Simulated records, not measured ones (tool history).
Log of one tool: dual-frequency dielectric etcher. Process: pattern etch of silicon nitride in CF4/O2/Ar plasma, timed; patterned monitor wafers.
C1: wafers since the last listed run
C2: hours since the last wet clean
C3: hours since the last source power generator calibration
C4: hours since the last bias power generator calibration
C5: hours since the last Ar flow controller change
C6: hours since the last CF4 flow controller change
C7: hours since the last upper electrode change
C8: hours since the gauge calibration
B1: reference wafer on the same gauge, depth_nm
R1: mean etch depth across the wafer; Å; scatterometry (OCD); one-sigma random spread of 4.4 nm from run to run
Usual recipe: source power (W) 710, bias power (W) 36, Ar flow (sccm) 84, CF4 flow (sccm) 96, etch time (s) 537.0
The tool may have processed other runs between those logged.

{"run": 1, "hour": 0.0, "source power (W)": 710, "bias power (W)": 36, "Ar flow (sccm)": 84, "CF4 flow (sccm)": 96, "etch time (s)": 537.0, "C1": 0, "C2": 0.8, "C3": 76.7, "C4": 0.5, "C5": 66.7, "C6": 19.8, "C7": 5852.4, "C8": 73.2, "B1": 1490.2, "R1": 13674}
{"run": 2, "hour": 0.5, "source power (W)": 710, "bias power (W)": 36, "Ar flow (sccm)": 84, "CF4 flow (sccm)": 96, "etch time (s)": 537.0, "C1": 2, "C2": 1.3, "C3": 77.2, "C4": 1.0, "C5": 67.2, "C6": 20.3, "C7": 5852.9, "C8": 73.7, "B1": 1490.8, "R1": 13730}
{"run": 3, "hour": 2.8, "source power (W)": 710, "bias power (W)": 36, "Ar flow (sccm)": 84, "CF4 flow (sccm)": 96, "etch time (s)": 537.0, "C1": 9, "C2": 3.6, "C3": 79.5, "C4": 3.3, "C5": 69.5, "C6": 22.6, "C7": 5855.2, "C8": 76.0, "B1": 1491.9, "R1": 13764}
{"run": 4, "hour": 10.4, "source power (W)": 710, "bias power (W)": 36, "Ar flow (sccm)": 84, "CF4 flow (sccm)": 96, "etch time (s)": 537.0, "C1": 30, "C2": 11.2, "C3": 87.1, "C4": 10.9, "C5": 77.1, "C6": 30.2, "C7": 5862.8, "C8": 83.6, "B1": 1489.8, "R1": 13780}
{"run": 5, "hour": 26.8, "source power (W)": 610, "bias power (W)": 40, "Ar flow (sccm)": 70, "CF4 flow (sccm)": 96, "etch time (s)": 537.0, "C1": 66, "C2": 27.6, "C3": 103.5, "C4": 27.3, "C5": 93.5, "C6": 46.6, "C7": 5879.2, "C8": 100.0, "B1": 1489.6, "R1": 13034}
{"run": 6, "hour": 40.2, "source power (W)": 540, "bias power (W)": 29, "Ar flow (sccm)": 90, "CF4 flow (sccm)": 96, "etch time (s)": 459.0, "C1": 54, "C2": 41.0, "C3": 116.9, "C4": 40.7, "C5": 106.9, "C6": 60.0, "C7": 5892.6, "C8": 113.4, "B1": 1491.4, "R1": 8604}
{"run": 7, "hour": 50.6, "source power (W)": 710, "bias power (W)": 41, "Ar flow (sccm)": 84, "CF4 flow (sccm)": 96, "etch time (s)": 537.0, "C1": 42, "C2": 51.4, "C3": 127.3, "C4": 51.1, "C5": 117.3, "C6": 70.4, "C7": 5903.0, "C8": 123.8, "B1": 1489.8, "R1": 14598}
{"run": 8, "hour": 56.9, "source power (W)": 710, "bias power (W)": 36, "Ar flow (sccm)": 84, "CF4 flow (sccm)": 96, "etch time (s)": 537.0, "C1": 25, "C2": 57.7, "C3": 133.6, "C4": 57.4, "C5": 123.6, "C6": 76.7, "C7": 5909.3, "C8": 130.1, "B1": 1488.2, "R1": 13718}
{"hour": 85.6, "done": "upper electrode replaced"}
{"run": 9, "hour": 86.1, "source power (W)": 710, "bias power (W)": 36, "Ar flow (sccm)": 74, "CF4 flow (sccm)": 96, "etch time (s)": 659.5, "C1": 21, "C2": 86.9, "C3": 162.8, "C4": 86.6, "C5": 152.8, "C6": 105.9, "C7": 0.5, "C8": 159.3, "B1": 1491.6, "R1": 17034}
{"run": 10, "hour": 86.5, "source power (W)": 710, "bias power (W)": 36, "Ar flow (sccm)": 84, "CF4 flow (sccm)": 76, "etch time (s)": 537.0, "C1": 1, "C2": 87.3, "C3": 163.2, "C4": 87.0, "C5": 153.2, "C6": 106.3, "C7": 0.9, "C8": 159.7, "B1": 1491.1, "R1": 13351}
{"run": 11, "hour": 87.0, "source power (W)": 590, "bias power (W)": 36, "Ar flow (sccm)": 70, "CF4 flow (sccm)": 73, "etch time (s)": 537.0, "C1": 2, "C2": 87.8, "C3": 163.7, "C4": 87.5, "C5": 153.7, "C6": 106.8, "C7": 1.4, "C8": 160.2, "B1": 1490.1, "R1": 11837}
{"run": 12, "hour": 90.7, "source power (W)": 710, "bias power (W)": 36, "Ar flow (sccm)": 84, "CF4 flow (sccm)": 96, "etch time (s)": 537.0, "C1": 14, "C2": 91.5, "C3": 167.4, "C4": 91.2, "C5": 157.4, "C6": 110.5, "C7": 5.1, "C8": 163.9, "B1": 1491.3, "R1": 13677}

For run 13, what comes out?
{"run": 13, "hour": 99.9, "source power (W)": 820, "bias power (W)": 36, "Ar flow (sccm)": 84, "CF4 flow (sccm)": 110, "etch time (s)": 537.0, "C1": 37, "C2": 100.7, "C3": 176.6, "C4": 100.4, "C5": 166.6, "C6": 119.7, "C7": 14.3, "C8": 173.1, "B1": "?", "R1": "?"}

{"run 13": {"B1": 1492.7, "R1": 15559}}
Take away the tool's hidden state, keep the run-to-run variation as it was, and the same run would have given R1 15559 Å.
